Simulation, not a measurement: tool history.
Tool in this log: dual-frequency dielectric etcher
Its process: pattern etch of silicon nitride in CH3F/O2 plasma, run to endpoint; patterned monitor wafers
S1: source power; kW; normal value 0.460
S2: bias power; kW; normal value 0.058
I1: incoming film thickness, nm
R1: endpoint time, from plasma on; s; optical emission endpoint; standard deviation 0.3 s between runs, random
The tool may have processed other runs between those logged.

run	hour	S1	S2	I1	R1
1	0.0	0.460	0.058	84.6	102.8
2	55.7	0.460	0.058	83.6	101.7
3	115.3	0.540	0.047	83.4	104.0
# hour 191.8: wet clean of the chamber
4	192.3	0.540	0.047	83.9	103.5
5	203.4	0.540	0.047	84.6	104.6
# hour 243.1: source power generator calibrated
6	267.1	0.400	0.066	83.5	99.6
7	321.3	0.400	0.066	83.3	99.7
8	393.3	0.400	0.066	83.6	99.9
9	444.8	0.460	0.053	84.1	104.9
10	509.4	0.460	0.053	83.6	104.2
# hour 595.4: upper electrode replaced
11	602.7	0.460	0.053	83.2	104.2
12	655.9	0.500	0.047	83.6	107.4
# hour 710.1: wet clean of the chamber
13	710.6	0.490	0.064	84.3	96.3
14	720.0	0.350	0.069	83.7	101.9
15	770.8	0.460	0.058	83.9	101.5
16	805.6	0.540	0.049	84.2	103.3
17	860.5	0.400	0.066	84.1	101.0
18	1040.8	0.460	0.058	83.9	101.9
19	1110.9	0.510	0.054	83.2	101.8
# hour 1167.9: bias power generator calibrated
20	1181.3	0.400	0.066	83.5	98.8
# hour 1216.7: wet clean of the chamber
21	1217.2	0.350	0.047	83.7	114.0
22	1237.9	0.360	0.065	84.1	101.7
23	1283.3	0.510	0.068	83.4	90.8
24	1338.0	0.460	0.058	83.6	99.3
25	1370.2	0.430	0.071	84.3	94.9
26	1435.9	0.360	0.049	83.2	112.3
27	1494.0	0.500	0.058	83.6	97.8
28	1530.7	0.390	0.051	82.9	108.3
29	1595.0	0.460	0.058	83.6	100.0
30	1642.6	0.400	0.066	83.6	99.4
# hour 1713.7: wet clean of the chamber
31	1714.2	0.460	0.054	83.8	103.2
32	1744.3	0.540	0.066	83.3	90.4
33	1772.6	0.460	0.058	83.1	99.2
34	1797.1	0.430	0.064	83.1	98.1
35	1821.2	0.410	0.047	84.1	111.7

The logged runs with the hidden state left out (each run's random variation unchanged):
What the log doesn't record here: etch rate over this chamber's usual, %; source power that arrives over what is set, %; bias power that arrives over what is set, %.
run	R1
1	100.3
2	99.0
3	101.2
4	102.1
5	103.1
6	97.8
7	97.8
8	97.7
9	102.6
10	101.7
11	101.3
12	104.3
13	94.4
14	99.8
15	99.3
16	101.1
17	98.5
18	98.8
19	98.6
20	97.1
21	114.1
22	101.6
23	90.6
24	98.8
25	94.3
26	111.3
27	96.7
28	107.0
29	98.4
30	97.6
31	102.5
32	89.7
33	98.3
34	97.0
35	110.5

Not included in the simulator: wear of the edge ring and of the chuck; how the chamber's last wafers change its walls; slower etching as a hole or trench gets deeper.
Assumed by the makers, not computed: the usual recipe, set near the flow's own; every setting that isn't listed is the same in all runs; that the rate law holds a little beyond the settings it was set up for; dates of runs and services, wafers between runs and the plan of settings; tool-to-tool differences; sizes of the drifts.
